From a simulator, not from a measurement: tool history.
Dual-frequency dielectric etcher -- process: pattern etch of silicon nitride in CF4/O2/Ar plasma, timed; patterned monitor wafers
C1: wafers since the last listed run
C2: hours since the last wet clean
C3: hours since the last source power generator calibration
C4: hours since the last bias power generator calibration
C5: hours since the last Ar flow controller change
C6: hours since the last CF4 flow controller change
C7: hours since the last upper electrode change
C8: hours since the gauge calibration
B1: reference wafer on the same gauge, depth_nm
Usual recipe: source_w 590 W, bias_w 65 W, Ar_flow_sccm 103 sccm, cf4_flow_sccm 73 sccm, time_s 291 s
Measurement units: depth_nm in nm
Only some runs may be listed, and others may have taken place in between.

{"run": 1, "hour": 0.0, "source_w": 590, "bias_w": 65, "Ar_flow_sccm": 103, "cf4_flow_sccm": 73, "time_s": 291, "C1": 0, "C2": 292.8, "C3": 4251.7, "C4": 3806.4, "C5": 3365.5, "C6": 3750.5, "C7": 5094.2, "C8": 211.7, "B1": 552.9, "depth_nm": 653.7}
{"run": 2, "hour": 28.5, "source_w": 590, "bias_w": 65, "Ar_flow_sccm": 91, "cf4_flow_sccm": 73, "time_s": 291, "C1": 198, "C2": 321.3, "C3": 4280.2, "C4": 3834.9, "C5": 3394.0, "C6": 3779.0, "C7": 5122.7, "C8": 240.2, "B1": 552.6, "depth_nm": 660.2}
{"run": 3, "hour": 59.0, "source_w": 590, "bias_w": 65, "Ar_flow_sccm": 91, "cf4_flow_sccm": 73, "time_s": 291, "C1": 211, "C2": 351.8, "C3": 4310.7, "C4": 3865.4, "C5": 3424.5, "C6": 3809.5, "C7": 5153.2, "C8": 270.7, "B1": 553.9, "depth_nm": 664.8}
{"run": 4, "hour": 84.8, "source_w": 590, "bias_w": 65, "Ar_flow_sccm": 111, "cf4_flow_sccm": 73, "time_s": 291, "C1": 179, "C2": 377.6, "C3": 4336.5, "C4": 3891.2, "C5": 3450.3, "C6": 3835.3, "C7": 5179.0, "C8": 296.5, "B1": 553.4, "depth_nm": 649.9}
{"run": 5, "hour": 107.7, "source_w": 590, "bias_w": 65, "Ar_flow_sccm": 111, "cf4_flow_sccm": 73, "time_s": 291, "C1": 159, "C2": 400.5, "C3": 4359.4, "C4": 3914.1, "C5": 3473.2, "C6": 3858.2, "C7": 5201.9, "C8": 319.4, "B1": 553.3, "depth_nm": 644.3}
{"run": 6, "hour": 137.3, "source_w": 550, "bias_w": 65, "Ar_flow_sccm": 87, "cf4_flow_sccm": 73, "time_s": 291, "C1": 205, "C2": 430.1, "C3": 4389.0, "C4": 3943.7, "C5": 3502.8, "C6": 3887.8, "C7": 5231.5, "C8": 349.0, "B1": 554.3, "depth_nm": 620.0}
{"hour": 152.7, "done": "gauge calibrated"}
{"hour": 155.3, "done": "Ar flow controller replaced"}
{"run": 7, "hour": 160.6, "source_w": 550, "bias_w": 65, "Ar_flow_sccm": 87, "cf4_flow_sccm": 73, "time_s": 291, "C1": 120, "C2": 453.4, "C3": 4412.3, "C4": 3967.0, "C5": 5.3, "C6": 3911.1, "C7": 5254.8, "C8": 7.9, "B1": 552.5, "depth_nm": 617.8}
{"run": 8, "hour": 176.7, "source_w": 490, "bias_w": 65, "Ar_flow_sccm": 103, "cf4_flow_sccm": 73, "time_s": 291, "C1": 111, "C2": 469.5, "C3": 4428.4, "C4": 3983.1, "C5": 21.4, "C6": 3927.2, "C7": 5270.9, "C8": 24.0, "B1": 552.1, "depth_nm": 553.9}
{"hour": 215.1, "done": "CF4 flow controller replaced"}
{"hour": 215.6, "done": "wet clean of the chamber"}
{"run": 9, "hour": 216.1, "source_w": 590, "bias_w": 65, "Ar_flow_sccm": 103, "cf4_flow_sccm": 73, "time_s": 291, "C1": 228, "C2": 0.5, "C3": 4467.8, "C4": 4022.5, "C5": 60.8, "C6": 1.0, "C7": 5310.3, "C8": 63.4, "B1": 552.9, "depth_nm": 670.5}
{"run": 10, "hour": 216.5, "source_w": 590, "bias_w": 65, "Ar_flow_sccm": 120, "cf4_flow_sccm": 73, "time_s": 291, "C1": 2, "C2": 0.9, "C3": 4468.2, "C4": 4022.9, "C5": 61.2, "C6": 1.4, "C7": 5310.7, "C8": 63.8, "B1": 553.3, "depth_nm": 662.7}
{"run": 11, "hour": 227.7, "source_w": 640, "bias_w": 61, "Ar_flow_sccm": 103, "cf4_flow_sccm": 73, "time_s": 291, "C1": 77, "C2": 12.1, "C3": 4479.4, "C4": 4034.1, "C5": 72.4, "C6": 12.6, "C7": 5321.9, "C8": 75.0, "B1": 554.3, "depth_nm": 713.3}
{"run": 12, "hour": 251.9, "source_w": 590, "bias_w": 65, "Ar_flow_sccm": 103, "cf4_flow_sccm": 73, "time_s": 291, "C1": 168, "C2": 36.3, "C3": 4503.6, "C4": 4058.3, "C5": 96.6, "C6": 36.8, "C7": 5346.1, "C8": 99.2, "B1": 554.2, "depth_nm": 672.4}
{"hour": 276.4, "done": "upper electrode replaced"}
{"hour": 277.3, "done": "bias power generator calibrated"}
{"run": 13, "hour": 277.8, "source_w": 540, "bias_w": 65, "Ar_flow_sccm": 103, "cf4_flow_sccm": 73, "time_s": 291, "C1": 6, "C2": 62.2, "C3": 4529.5, "C4": 0.5, "C5": 122.5, "C6": 62.7, "C7": 1.4, "C8": 125.1, "B1": 555.0, "depth_nm": 615.9}
{"hour": 315.2, "done": "source power generator calibrated"}
{"hour": 319.3, "done": "wet clean of the chamber, repeated, since the last time left the tool worse"}
{"run": 14, "hour": 319.8, "source_w": 700, "bias_w": 71, "Ar_flow_sccm": 80, "cf4_flow_sccm": 88, "time_s": 291, "C1": 234, "C2": 0.5, "C3": 4.6, "C4": 42.5, "C5": 164.5, "C6": 104.7, "C7": 43.4, "C8": 167.1, "B1": 552.0, "depth_nm": 814.4}
{"run": 15, "hour": 331.3, "source_w": 590, "bias_w": 77, "Ar_flow_sccm": 103, "cf4_flow_sccm": 73, "time_s": 291, "C1": 79, "C2": 12.0, "C3": 16.1, "C4": 54.0, "C5": 176.0, "C6": 116.2, "C7": 54.9, "C8": 178.6, "B1": 552.2, "depth_nm": 675.7}
{"run": 16, "hour": 359.6, "source_w": 690, "bias_w": 72, "Ar_flow_sccm": 91, "cf4_flow_sccm": 63, "time_s": 291, "C1": 196, "C2": 40.3, "C3": 44.4, "C4": 82.3, "C5": 204.3, "C6": 144.5, "C7": 83.2, "C8": 206.9, "B1": 553.8, "depth_nm": 747.0}
{"run": 17, "hour": 381.1, "source_w": 590, "bias_w": 70, "Ar_flow_sccm": 90, "cf4_flow_sccm": 81, "time_s": 291, "C1": 149, "C2": 61.8, "C3": 65.9, "C4": 103.8, "C5": 225.8, "C6": 166.0, "C7": 104.7, "C8": 228.4, "B1": 553.0, "depth_nm": 678.4}
{"run": 18, "hour": 416.3, "source_w": 590, "bias_w": 55, "Ar_flow_sccm": 103, "cf4_flow_sccm": 73, "time_s": 291, "C1": 244, "C2": 97.0, "C3": 101.1, "C4": 139.0, "C5": 261.0, "C6": 201.2, "C7": 139.9, "C8": 263.6, "B1": 553.2, "depth_nm": 607.1}

Each row is a separate what-if for the run after 18, all from the same tool condition, not one after another. Results?
{"run": "A", "hour": 416.8, "source_w": 590, "bias_w": 65, "Ar_flow_sccm": 103, "cf4_flow_sccm": 73, "time_s": 291, "C1": 3, "C2": 97.5, "C3": 101.6, "C4": 139.5, "C5": 261.5, "C6": 201.7, "C7": 140.4, "C8": 264.1, "B1": "?", "depth_nm": "?"}
{"run": "B", "hour": 416.8, "source_w": 590, "bias_w": 65, "Ar_flow_sccm": 103, "cf4_flow_sccm": 73, "time_s": 223, "C1": 3, "C2": 97.5, "C3": 101.6, "C4": 139.5, "C5": 261.5, "C6": 201.7, "C7": 140.4, "C8": 264.1, "B1": "?", "depth_nm": "?"}
{"run": "C", "hour": 416.8, "source_w": 590, "bias_w": 60, "Ar_flow_sccm": 103, "cf4_flow_sccm": 82, "time_s": 291, "C1": 3, "C2": 97.5, "C3": 101.6, "C4": 139.5, "C5": 261.5, "C6": 201.7, "C7": 140.4, "C8": 264.1, "B1": "?", "depth_nm": "?"}

run=A B1=551.4 depth_nm=636.6
run=B B1=551.4 depth_nm=487.8
run=C B1=551.4 depth_nm=633.8
Had the tool no hidden state, the same runs would have come out as:
run=A depth_nm=637.4
run=B depth_nm=488.5
run=C depth_nm=634.6
